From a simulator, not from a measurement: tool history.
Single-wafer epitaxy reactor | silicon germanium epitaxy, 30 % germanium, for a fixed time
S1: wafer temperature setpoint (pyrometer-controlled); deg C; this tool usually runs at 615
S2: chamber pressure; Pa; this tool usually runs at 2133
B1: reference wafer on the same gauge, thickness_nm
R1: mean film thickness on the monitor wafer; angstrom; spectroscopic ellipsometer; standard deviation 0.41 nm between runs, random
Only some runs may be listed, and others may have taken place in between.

run 1 hour=0.0 | S1=615 S2=2133 | B1=69.916 | R1=738.58
run 2 hour=72.6 | S1=615 S2=2133 | B1=69.842 | R1=722.67
run 3 hour=163.7 | S1=615 S2=2133 | B1=69.829 | R1=736.54
run 4 hour=261.8 | S1=615 S2=2133 | B1=69.765 | R1=735.62
run 5 hour=311.4 | S1=610 S2=2386 | B1=69.868 | R1=708.96
run 6 hour=372.8 | S1=610 S2=2386 | B1=69.759 | R1=706.46
run 7 hour=427.5 | S1=610 S2=2386 | B1=69.879 | R1=709.89
run 8 hour=573.0 | S1=605 S2=2533 | B1=69.856 | R1=664.30
run 9 hour=628.2 | S1=605 S2=2533 | B1=69.848 | R1=653.95
run 10 hour=719.7 | S1=615 S2=2133 | B1=69.837 | R1=735.02
run 11 hour=812.2 | S1=615 S2=2133 | B1=69.738 | R1=728.65
run 12 hour=883.6 | S1=615 S2=2133 | B1=69.747 | R1=729.99
run 13 hour=960.3 | S1=615 S2=2133 | B1=69.875 | R1=732.04
run 14 hour=1049.2 | S1=627 S2=2133 | B1=69.879 | R1=932.55
-- hour=1099.8 gauge calibrated
run 15 hour=1115.5 | S1=627 S2=2133 | B1=69.897 | R1=929.35
run 16 hour=1174.0 | S1=610 S2=2133 | B1=69.777 | R1=657.91
-- hour=1210.3 pyrometer calibrated
-- hour=1269.3 capacitance manometer re-zeroed and calibrated
run 17 hour=1270.4 | S1=610 S2=2133 | B1=69.745 | R1=661.58
-- hour=1312.8 showerhead replaced
run 18 hour=1313.3 | S1=610 S2=1880 | B1=69.772 | R1=615.80
run 19 hour=1359.2 | S1=610 S2=2386 | B1=69.807 | R1=712.53
run 20 hour=1451.0 | S1=620 S2=2386 | B1=69.776 | R1=868.00
run 21 hour=1494.8 | S1=605 S2=2133 | B1=69.860 | R1=589.39
run 22 hour=1573.5 | S1=608 S2=1840 | B1=69.851 | R1=572.61
run 23 hour=1637.2 | S1=615 S2=2133 | B1=69.702 | R1=733.28
run 24 hour=1736.1 | S1=615 S2=2133 | B1=69.848 | R1=732.43
run 25 hour=1883.1 | S1=615 S2=1920 | B1=69.926 | R1=689.08
run 26 hour=1923.4 | S1=610 S2=2133 | B1=69.780 | R1=666.35
run 27 hour=1977.9 | S1=622 S2=2386 | B1=69.829 | R1=902.31
run 28 hour=2057.1 | S1=624 S2=2133 | B1=69.836 | R1=882.58
run 29 hour=2119.2 | S1=615 S2=2133 | B1=69.899 | R1=737.42
run 30 hour=2174.4 | S1=615 S2=2133 | B1=69.786 | R1=726.89
run 31 hour=2272.4 | S1=615 S2=2293 | B1=69.801 | R1=756.21
run 32 hour=2353.0 | S1=622 S2=2426 | B1=69.788 | R1=908.28
run 33 hour=2433.6 | S1=615 S2=2133 | B1=69.779 | R1=731.62
run 34 hour=2485.3 | S1=606 S2=1693 | B1=69.769 | R1=527.25
run 35 hour=2569.1 | S1=626 S2=2493 | B1=69.724 | R1=997.80
run 36 hour=2643.9 | S1=602 S2=2346 | B1=69.651 | R1=593.91

3 ways to go on from here, each from the tool as it stands after run 36. What would each give?
run A hour=2644.3 | S1=604 S2=2133 | B1=? | R1=?
run B hour=2644.3 | S1=629 S2=1680 | B1=? | R1=?
run C hour=2644.3 | S1=615 S2=1640 | B1=? | R1=?

run=A B1=69.764 R1=584.91
run=B B1=69.764 R1=828.00
run=C B1=69.764 R1=617.28
Without the tool's hidden state the same runs would have given:
run=A R1=584.91
run=B R1=828.00
run=C R1=617.28
